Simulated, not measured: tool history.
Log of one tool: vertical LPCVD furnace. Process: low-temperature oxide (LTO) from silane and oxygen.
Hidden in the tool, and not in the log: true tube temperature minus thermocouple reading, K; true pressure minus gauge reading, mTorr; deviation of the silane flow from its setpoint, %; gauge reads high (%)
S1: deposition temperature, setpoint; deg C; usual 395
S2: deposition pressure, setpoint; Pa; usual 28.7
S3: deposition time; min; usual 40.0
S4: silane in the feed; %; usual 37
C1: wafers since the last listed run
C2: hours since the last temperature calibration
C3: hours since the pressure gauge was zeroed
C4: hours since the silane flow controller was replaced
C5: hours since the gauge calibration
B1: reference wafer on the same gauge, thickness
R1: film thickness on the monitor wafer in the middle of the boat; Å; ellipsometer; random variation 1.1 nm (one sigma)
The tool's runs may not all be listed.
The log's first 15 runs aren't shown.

run,hour,S1,S2,S3,S4,C1,C2,C3,C4,C5,B1,R1
16,829.2,395,28.7,40.0,37,539,211.4,290.5,4806.6,149.5,350.15,3316.6
17,893.7,395,28.7,34.0,44,964,275.9,355.0,4871.1,214.0,349.93,3464.6
18,1018.7,395,23.3,40.0,34,1869,400.9,480.0,4996.1,339.0,350.33,2433.1
19,1062.1,390,28.7,40.0,35,649,444.3,523.4,5039.5,382.4,350.01,2914.6
20,1125.0,384,26.0,34.0,34,940,507.2,586.3,5102.4,445.3,350.19,2016.7
21,1183.2,387,28.7,40.0,37,870,565.4,644.5,5160.6,503.5,349.57,3040.6
# hour 1212.3: silane flow controller replaced
22,1252.2,386,28.7,33.0,32,673,634.4,713.5,39.9,572.5,349.88,1903.0
23,1278.2,387,32.7,28.0,32,388,660.4,739.5,65.9,598.5,349.76,1865.8
24,1345.0,402,34.0,31.0,43,999,727.2,806.3,132.7,665.3,350.08,3739.0
25,1388.9,395,28.7,56.0,30,656,771.1,850.2,176.6,709.2,350.00,3289.1
26,1444.8,395,22.7,40.0,43,836,827.0,906.1,232.5,765.1,350.02,2984.4
27,1471.4,402,22.7,56.0,30,397,853.6,932.7,259.1,791.7,350.08,2829.1
28,1528.4,395,28.7,40.0,37,852,910.6,989.7,316.1,848.7,349.81,3146.0
29,1555.9,390,28.7,40.0,35,411,938.1,1017.2,343.6,876.2,349.99,2765.4
30,1584.2,384,28.7,31.0,31,423,966.4,1045.5,371.9,904.5,350.10,1679.7
31,1631.6,395,28.7,40.0,37,709,1013.8,1092.9,419.3,951.9,349.56,3159.4

4 ways to go on from here, each from the tool as it stands after run 31. What would each give?
A,1635.7,395,28.7,40.0,37,61,1017.9,1097.0,423.4,956.0,?,?
B,1635.7,384,35.3,40.0,37,61,1017.9,1097.0,423.4,956.0,?,?
C,1635.7,395,28.7,35.0,42,61,1017.9,1097.0,423.4,956.0,?,?
D,1635.7,395,35.3,44.5,40,61,1017.9,1097.0,423.4,956.0,?,?

run,B1,R1
A,350.30,3150.1
B,350.30,3421.9
C,350.30,3214.7
D,350.30,4772.9
Without the tool's hidden state the same runs would have given:
run,R1
A,3176.6
B,3440.0
C,3245.8
D,4802.8
